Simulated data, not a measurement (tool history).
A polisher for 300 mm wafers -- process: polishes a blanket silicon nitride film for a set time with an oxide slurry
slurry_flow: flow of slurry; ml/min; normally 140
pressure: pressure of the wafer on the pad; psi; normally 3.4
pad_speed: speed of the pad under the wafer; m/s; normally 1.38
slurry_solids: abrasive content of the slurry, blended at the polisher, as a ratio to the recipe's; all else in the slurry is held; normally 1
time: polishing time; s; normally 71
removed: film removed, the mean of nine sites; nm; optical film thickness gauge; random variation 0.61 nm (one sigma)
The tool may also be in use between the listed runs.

run	hour	slurry_flow	pressure	pad_speed	slurry_solids	time	incoming thickness of the incoming film, nm	removed
1	0	140	3.4	1.38	1	71	480.5	66.1
# hour 118.6: slurry blender recalibrated
2	120.6	105	4	1.14	1	84	469.9	70.4
3	188.2	100	2.5	1.2	1.1	71	487.9	49.2
# hour 200.3: conditioning disc replaced and pad reconditioned
4	231.3	95	2.2	1.66	1.15	71	477.1	59.5
# hour 297.2: head pressure recalibrated
5	309.5	115	4.5	1.38	1.2	54	477.6	63
6	342.1	140	2.5	1.38	1	71	478.1	55
# hour 355.9: slurry nozzle cleaned
7	377	155	3	1.38	1	71	487.7	62.3
8	429.4	140	3.4	1.84	1	71	473.9	82.2
# hour 434.7: worn pad replaced by a new one
9	479.3	140	2.9	1.38	1	57	474.6	48.4
10	525.4	140	2.9	1.18	0.9	71	489	50.8
# hour 547.7: slurry blender recalibrated
11	553.1	140	3.4	1.38	1	71	485.5	65.5
12	583.3	140	3.4	1.06	1	71	486	53.7
13	615.6	120	2.7	1.38	1	71	476.1	55.2
14	671.9	155	2.8	1.38	1.25	55	478.3	52.4
# hour 719.2: conditioning disc replaced and pad reconditioned
15	758.2	140	3.4	1.38	1	71	481.1	65.9
# hour 769.1: slurry nozzle cleaned
16	805.2	140	3.4	1.38	1	71	476.5	65.4
17	833.9	140	2.7	1.38	0.75	71	480.5	47.3
18	896.4	140	3.7	1.38	1	71	485.4	69.7
19	949.5	140	3.9	1.38	1	93	484.2	94.8
# hour 962.1: worn pad replaced by a new one
20	1018.4	105	2.3	1.6	1.1	71	486.4	58.7
# hour 1049.5: slurry blender recalibrated
21	1077.1	140	3.4	1.1	1	71	485.3	56.6
22	1125.8	185	2.4	1.38	1	91	479.3	73.1
# hour 1139: conditioning disc replaced and pad reconditioned
23	1163.3	90	3.4	1.38	1	71	483.5	60.7
24	1196	95	3.4	1.12	1	58	482.9	42.5

5 ways to go on from here, each from the tool as it stands after run 24. What would each give?
A	1196.4	140	3.9	1.38	1	71	482.2	?
B	1196.4	140	4.1	1.84	1	88	482.2	?
C	1196.4	140	3.4	1.38	1.15	71	482.2	?
D	1196.4	140	4.3	1.76	1	71	482.2	?
E	1196.4	140	4.1	1.38	1.1	71	482.2	?

run	removed
A	72.2
B	114.4
C	71.4
D	92.1
E	78.4
With no hidden state in the tool, these same runs would have given:
run	removed
A	72.2
B	114.4
C	71.4
D	92.1
E	78.4

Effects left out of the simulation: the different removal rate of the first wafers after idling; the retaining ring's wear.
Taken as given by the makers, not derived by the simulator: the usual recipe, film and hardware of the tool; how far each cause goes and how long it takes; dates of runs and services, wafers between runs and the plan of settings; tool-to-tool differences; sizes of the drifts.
